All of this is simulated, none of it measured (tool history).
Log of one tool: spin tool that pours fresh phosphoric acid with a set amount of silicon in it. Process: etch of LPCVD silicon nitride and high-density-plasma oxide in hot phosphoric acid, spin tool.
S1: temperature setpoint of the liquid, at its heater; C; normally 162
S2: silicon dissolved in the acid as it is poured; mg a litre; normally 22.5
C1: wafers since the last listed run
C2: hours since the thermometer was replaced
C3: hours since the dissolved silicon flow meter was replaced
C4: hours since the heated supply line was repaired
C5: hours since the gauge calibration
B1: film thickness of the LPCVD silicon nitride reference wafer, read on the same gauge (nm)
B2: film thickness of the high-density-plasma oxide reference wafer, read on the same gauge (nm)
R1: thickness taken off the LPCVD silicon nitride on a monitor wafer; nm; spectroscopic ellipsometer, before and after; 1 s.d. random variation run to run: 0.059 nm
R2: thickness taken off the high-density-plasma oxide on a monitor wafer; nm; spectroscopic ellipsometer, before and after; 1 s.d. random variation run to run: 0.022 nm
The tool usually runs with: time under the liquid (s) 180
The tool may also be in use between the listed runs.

run 1 hour=0 | S1=163 S2=17 time_under_the_liquid_(s)=180 | C1=0 C2=501.9 C3=1777.2 C4=1887.1 C5=969.8 | B1=29.99 B2=70.007 | R1=13.08 R2=0.631
run 2 hour=36.3 | S1=162 S2=22.5 time_under_the_liquid_(s)=180 | C1=172 C2=538.2 C3=1813.5 C4=1923.4 C5=1006.1 | B1=30 B2=69.988 | R1=12.45 R2=0.56
run 3 hour=68.3 | S1=162 S2=22.5 time_under_the_liquid_(s)=180 | C1=151 C2=570.2 C3=1845.5 C4=1955.4 C5=1038.1 | B1=30 B2=69.992 | R1=12.63 R2=0.531
run 4 hour=105.6 | S1=162 S2=37 time_under_the_liquid_(s)=180 | C1=176 C2=607.5 C3=1882.8 C4=1992.7 C5=1075.4 | B1=30.03 B2=70.022 | R1=12.58 R2=0.295
run 5 hour=177 | S1=162 S2=22.5 time_under_the_liquid_(s)=180 | C1=338 C2=678.9 C3=1954.2 C4=2064.1 C5=1146.8 | B1=30 B2=70.015 | R1=12.57 R2=0.51
run 6 hour=312.8 | S1=162 S2=26.5 time_under_the_liquid_(s)=180 | C1=644 C2=814.7 C3=2090 C4=2199.9 C5=1282.6 | B1=30 B2=70.007 | R1=12.63 R2=0.47
-- hour=331.5 thermometer replaced
run 7 hour=370 | S1=161 S2=22.5 time_under_the_liquid_(s)=230 | C1=266 C2=38.5 C3=2147.2 C4=2257.1 C5=1339.8 | B1=30.02 B2=69.997 | R1=15.44 R2=0.606
run 8 hour=431.4 | S1=163.5 S2=34 time_under_the_liquid_(s)=270 | C1=291 C2=99.9 C3=2208.6 C4=2318.5 C5=1401.2 | B1=30.01 B2=70.014 | R1=19.75 R2=0.594
run 9 hour=472.6 | S1=162 S2=22.5 time_under_the_liquid_(s)=290 | C1=195 C2=141.1 C3=2249.8 C4=2359.7 C5=1442.4 | B1=29.99 B2=69.995 | R1=20.22 R2=0.785
-- hour=485.6 gauge calibrated
run 10 hour=513.7 | S1=163 S2=22.5 time_under_the_liquid_(s)=250 | C1=194 C2=182.2 C3=2290.9 C4=2400.8 C5=28.1 | B1=29.98 B2=69.992 | R1=18.1 R2=0.774
run 11 hour=560.6 | S1=162 S2=22.5 time_under_the_liquid_(s)=180 | C1=222 C2=229.1 C3=2337.8 C4=2447.7 C5=75 | B1=30.01 B2=70 | R1=12.58 R2=0.558
run 12 hour=586.7 | S1=162 S2=22.5 time_under_the_liquid_(s)=180 | C1=123 C2=255.2 C3=2363.9 C4=2473.8 C5=101.1 | B1=29.99 B2=69.978 | R1=12.65 R2=0.521
-- hour=611.5 heated supply line repaired
run 13 hour=626.9 | S1=160 S2=39.5 time_under_the_liquid_(s)=135 | C1=185 C2=295.4 C3=2404.1 C4=15.4 C5=141.3 | B1=29.98 B2=69.989 | R1=8.86 R2=0.155
-- hour=649.9 dissolved silicon flow meter replaced
run 14 hour=681 | S1=163 S2=22.5 time_under_the_liquid_(s)=280 | C1=251 C2=349.5 C3=31.1 C4=69.5 C5=195.4 | B1=29.99 B2=69.981 | R1=20.25 R2=0.878
run 15 hour=750.1 | S1=162 S2=22.5 time_under_the_liquid_(s)=180 | C1=327 C2=418.6 C3=100.2 C4=138.6 C5=264.5 | B1=30 B2=69.998 | R1=12.54 R2=0.482
run 16 hour=789.8 | S1=164 S2=35 time_under_the_liquid_(s)=180 | C1=188 C2=458.3 C3=139.9 C4=178.3 C5=304.2 | B1=30.04 B2=69.998 | R1=13.33 R2=0.358
run 17 hour=845.6 | S1=162 S2=27.5 time_under_the_liquid_(s)=285 | C1=264 C2=514.1 C3=195.7 C4=234.1 C5=360 | B1=30.01 B2=69.987 | R1=19.99 R2=0.654
run 18 hour=891.5 | S1=162 S2=22.5 time_under_the_liquid_(s)=180 | C1=217 C2=560 C3=241.6 C4=280 C5=405.9 | B1=29.96 B2=70.004 | R1=12.58 R2=0.521
run 19 hour=954 | S1=162 S2=22.5 time_under_the_liquid_(s)=180 | C1=296 C2=622.5 C3=304.1 C4=342.5 C5=468.4 | B1=30 B2=69.985 | R1=12.63 R2=0.49

Forecast run 20:
run 20 hour=986.2 | S1=160.5 S2=22.5 time_under_the_liquid_(s)=115 | C1=152 C2=654.7 C3=336.3 C4=374.7 C5=500.6 | B1=? B2=? | R1=? R2=?

B1: 30.01
B2: 70.02
R1: 7.57 nm
R2: 0.302 nm
Were there no unlogged condition in the tool, this run, its random variation unchanged, would have produced R1 7.57 nm, R2 0.302 nm.

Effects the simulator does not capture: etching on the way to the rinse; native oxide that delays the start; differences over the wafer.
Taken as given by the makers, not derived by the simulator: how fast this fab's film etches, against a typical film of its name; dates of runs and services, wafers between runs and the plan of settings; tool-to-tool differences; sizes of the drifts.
